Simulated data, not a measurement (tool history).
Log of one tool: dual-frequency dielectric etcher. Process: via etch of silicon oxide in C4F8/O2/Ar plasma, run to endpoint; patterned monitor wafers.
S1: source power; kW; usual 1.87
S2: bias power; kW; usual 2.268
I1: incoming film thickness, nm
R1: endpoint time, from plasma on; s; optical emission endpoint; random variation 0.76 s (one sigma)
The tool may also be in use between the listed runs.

run,day,S1,S2,I1,R1
1,0,1.87,2.268,1149.6,224.7
2,0.388,1.87,2.268,1157.4,224.9
3,0.825,1.87,2.268,1147.8,223.8
# day 2.283: upper electrode replaced
# day 2.508: wet clean of the chamber
4,2.529,2.21,2.268,1157.9,241.8
5,2.546,1.87,2.268,1144,248.8
6,2.558,1.87,2.268,1149.1,249.1
# day 3.817: wet clean of the chamber, repeated, since the last time left the tool worse
7,3.838,1.87,2.268,1162.1,234.2
8,3.854,1.87,2.268,1153.5,233.1
9,3.871,2.12,2.126,1142.8,226
# day 4.104: bias power generator calibrated
10,4.125,1.87,2.268,1156.3,234.7
11,4.371,2.28,2.773,1145.6,210.3
12,4.967,1.87,2.268,1140.9,230.5
# day 5.446: source power generator calibrated
13,5.55,2.07,2.533,1146,221
14,5.838,1.87,1.725,1157.3,246.3
15,6.554,1.87,2.268,1154,230.9
16,6.933,1.87,1.932,1159.8,239.7

3 ways to go on from here, each from the tool as it stands after run 16. What would each give?
A,6.954,2.32,2.268,1143.7,?
B,6.954,2.07,2.268,1143.7,?
C,6.954,1.58,1.879,1143.7,?

run,R1
A,217.5
B,223.8
C,247.8
Without the tool's hidden state the same runs would have given:
run,R1
A,218.6
B,225
C,249.1
